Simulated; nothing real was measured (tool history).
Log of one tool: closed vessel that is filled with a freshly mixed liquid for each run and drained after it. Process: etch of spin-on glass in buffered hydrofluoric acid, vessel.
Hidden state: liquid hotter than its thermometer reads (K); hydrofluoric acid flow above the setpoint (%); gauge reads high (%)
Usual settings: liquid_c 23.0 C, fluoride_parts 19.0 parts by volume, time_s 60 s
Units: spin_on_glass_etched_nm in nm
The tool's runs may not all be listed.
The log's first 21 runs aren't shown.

| run | hour | liquid_c | fluoride_parts | time_s | wafers since the last listed run | hours since the thermometer was replaced | hours since the hydrofluoric acid flow meter was replaced | hours since the gauge calibration | read-back film thickness of the spin-on glass reference wafer, read on the same gauge (nm) | spin_on_glass_etched_nm |
|---|---|---|---|---|---|---|---|---|---|---|
| 22 | 1166.6 | 23.0 | 19.0 | 60 | 8365 | 2765.3 | 2272.5 | 419.8 | 110.00 | 103.41 |
|  | 1180.8 | hydrofluoric acid flow meter replaced |
| 23 | 1236.4 | 21.0 | 19.0 | 70 | 10133 | 2835.1 | 55.6 | 489.6 | 109.94 | 110.44 |
|  | 1285.7 | thermometer replaced |
| 24 | 1373.9 | 19.5 | 19.0 | 60 | 20104 | 88.2 | 193.1 | 627.1 | 110.00 | 79.67 |
| 25 | 1409.7 | 23.0 | 23.0 | 60 | 5272 | 124.0 | 228.9 | 662.9 | 110.01 | 84.60 |
| 26 | 1457.0 | 20.5 | 14.5 | 60 | 6966 | 171.3 | 276.2 | 710.2 | 109.99 | 111.24 |
| 27 | 1485.4 | 26.0 | 19.0 | 75 | 4182 | 199.7 | 304.6 | 738.6 | 110.03 | 144.65 |
| 28 | 1545.9 | 23.0 | 19.0 | 60 | 8910 | 260.2 | 365.1 | 799.1 | 109.99 | 97.86 |
| 29 | 1630.1 | 26.0 | 21.5 | 30 | 12401 | 344.4 | 449.3 | 883.3 | 110.03 | 52.78 |

The next listed run, before its measurement:
| 30 | 1669.2 | 23.0 | 19.0 | 60 | 5758 | 383.5 | 488.4 | 922.4 | ? | ? |

Run 30 gave read-back film thickness of the spin-on glass reference wafer, read on the same gauge (nm) 109.97, spin_on_glass_etched_nm 98.89 nm.
Without the tool's hidden state the same run would have given spin_on_glass_etched_nm 97.70 nm.
